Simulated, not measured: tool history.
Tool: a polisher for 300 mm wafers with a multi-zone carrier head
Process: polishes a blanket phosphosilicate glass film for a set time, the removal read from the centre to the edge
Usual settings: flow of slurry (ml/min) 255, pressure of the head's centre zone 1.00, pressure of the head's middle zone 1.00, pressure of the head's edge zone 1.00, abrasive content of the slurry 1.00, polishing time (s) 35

run   hour  flow of slurry (ml/min)  pressure of the head's centre zone  pressure of the head's middle zone  pressure of the head's edge zone  abrasive content of the slurry  polishing time (s)  wafers since the last listed run  wafers polished on this pad  hours since the slurry nozzle was cleaned  hours since the centre zone pressure was calibrated  hours since the edge zone pressure was calibrated  hours since the carrier head's membrane was replaced  incoming thickness of the incoming film, nm  film removed at the wafer's centre (nm)  film removed at mid-radius (nm)  film removed at the wafer's edge (nm)
  1    0.0                      255                                1.00                                1.00                              1.00                            1.00                  44                                 0                           50                                      548.7                                                490.8                                              350.7                                                 990.7                                       3250.4                                    290.5                            267.6                                  272.4
      20.2  -- centre zone pressure recalibrated
  2   23.6                      255                                1.00                                1.00                              1.00                            1.00                  35                               344                          394                                      572.3                                                  3.4                                              374.3                                                1014.3                                       3147.7                                    211.8                            213.4                                  214.8
  3   48.5                      255                                1.00                                1.00                              1.00                            1.00                  35                               396                          791                                      597.2                                                 28.3                                              399.2                                                1039.2                                       3250.5                                    214.7                            211.3                                  212.4
  4  123.9                      255                                1.00                                1.00                              1.00                            1.00                  35                              1200                         1992                                      672.6                                                103.7                                              474.6                                                1114.6                                       3148.5                                    215.4                            209.9                                  215.3
  5  150.2                      255                                1.00                                1.00                              1.00                            1.00                  35                               418                         2411                                      698.9                                                130.0                                              500.9                                                1140.9                                       3189.7                                    215.3                            209.5                                  214.9
     157.0  -- carrier head's membrane replaced by a new one
     160.3  -- worn pad replaced by a new one
  6  165.6                      255                                1.00                                1.00                              1.00                            1.00                  35                               113                           84                                      714.3                                                145.4                                              516.3                                                   8.6                                       3208.9                                    218.7                            209.9                                  217.3
     180.8  -- edge zone pressure recalibrated
     192.2  -- slurry nozzle cleaned
  7  200.0                      255                                1.00                                1.00                              1.00                            1.00                  35                               500                          584                                        7.8                                                179.8                                               19.2                                                  43.0                                       3196.6                                    214.9                            211.6                                  217.4
  8  219.0                      255                                1.00                                0.97                              1.00                            1.00                  31                               302                          887                                       26.8                                                198.8                                               38.2                                                  62.0                                       3175.4                                    194.9                            182.5                                  191.6
  9  232.2                      290                                1.00                                1.05                              1.00                            1.00                  35                               210                         1097                                       40.0                                                212.0                                               51.4                                                  75.2                                       3252.3                                    223.1                            222.0                                  218.0
 10  245.8                      255                                1.00                                1.00                              1.00                            1.00                  35                               216                         1314                                       53.6                                                225.6                                               65.0                                                  88.8                                       3164.3                                    216.9                            210.4                                  216.0
     298.7  -- worn pad replaced by a new one
 11  305.4                      255                                1.00                                1.00                              1.07                            1.00                  38                               885                          106                                      113.2                                                285.2                                              124.6                                                 148.4                                       3217.1                                    240.1                            226.6                                  243.7
 12  324.5                      175                                1.04                                0.91                              1.00                            1.00                  35                               304                          410                                      132.3                                                304.3                                              143.7                                                 167.5                                       3205.4                                    216.8                            184.3                                  208.2
 13  351.9                      335                                1.00                                1.00                              1.09                            0.80                  35                               436                          846                                      159.7                                                331.7                                              171.1                                                 194.9                                       3217.6                                    215.4                            203.5                                  217.4
 14  365.0                      255                                1.00                                0.91                              1.11                            1.00                  31                               208                         1055                                      172.8                                                344.8                                              184.2                                                 208.0                                       3232.2                                    195.9                            173.7                                  201.5
 15  385.3                      255                                1.00                                1.00                              1.00                            1.00                  35                               323                         1378                                      193.1                                                365.1                                              204.5                                                 228.3                                       3264.4                                    227.3                            210.5                                  215.6
 16  403.8                      255                                0.94                                1.09                              0.95                            1.00                  39                               294                         1673                                      211.6                                                383.6                                              223.0                                                 246.8                                       3170.3                                    240.1                            252.5                                  232.8
 17  436.0                      255                                1.09                                0.94                              1.00                            1.00                  25                               512                         2186                                      243.8                                                415.8                                              255.2                                                 279.0                                       3218.3                                    176.5                            142.8                                  154.4
     454.7  -- worn pad replaced by a new one
 18  460.1                      255                                1.00                                1.00                              1.06                            1.00                  35                               320                           85                                      267.9                                                439.9                                              279.3                                                 303.1                                       3224.6                                    228.8                            211.5                                  219.7
 19  483.3                      255                                1.00                                1.00                              1.00                            1.00                  35                               369                          455                                      291.1                                                463.1                                              302.5                                                 326.3                                       3264.2                                    227.1                            212.1                                  216.3
 20  502.4                      255                                1.00                                1.00                              1.00                            1.00                  35                               304                          759                                      310.2                                                482.2                                              321.6                                                 345.4                                       3250.6                                    229.2                            209.6                                  216.6
 21  515.0                      305                                1.00                                1.00                              1.00                            0.75                  30                               200                          960                                      322.8                                                494.8                                              334.2                                                 358.0                                       3207.2                                    186.7                            169.6                                  174.6

Forecast each of these 4 alternatives for the next run:
  A  515.4                      255                                0.94                                1.00                              1.00                            1.00                  35                                 6                          966                                      323.2                                                495.2                                              334.6                                                 358.4                                       3221.1                                        ?                                ?                                      ?
  B  515.4                      180                                1.00                                1.04                              1.09                            1.00                  35                                 6                          966                                      323.2                                                495.2                                              334.6                                                 358.4                                       3221.1                                        ?                                ?                                      ?
  C  515.4                      255                                0.89                                1.00                              1.00                            0.80                  29                                 6                          966                                      323.2                                                495.2                                              334.6                                                 358.4                                       3221.1                                        ?                                ?                                      ?
  D  515.4                      255                                1.00                                0.89                              1.00                            1.00                  35                                 6                          966                                      323.2                                                495.2                                              334.6                                                 358.4                                       3221.1                                        ?                                ?                                      ?

run  film removed at the wafer's centre (nm)  film removed at mid-radius (nm)  film removed at the wafer's edge (nm)
  A                                    216.0                            211.2                                  215.8
  B                                    216.5                            206.4                                  216.2
  C                                    158.9                            164.1                                  167.6
  D                                    229.7                            192.5                                  216.1
The same runs, with their run-to-run variation unchanged, on a tool lacking any hidden condition would have given:
run  film removed at the wafer's centre (nm)  film removed at mid-radius (nm)  film removed at the wafer's edge (nm)
  A                                    202.1                            211.2                                  215.8
  B                                    202.5                            206.5                                  216.2
  C                                    148.6                            164.1                                  167.6
  D                                    214.9                            192.6                                  216.1
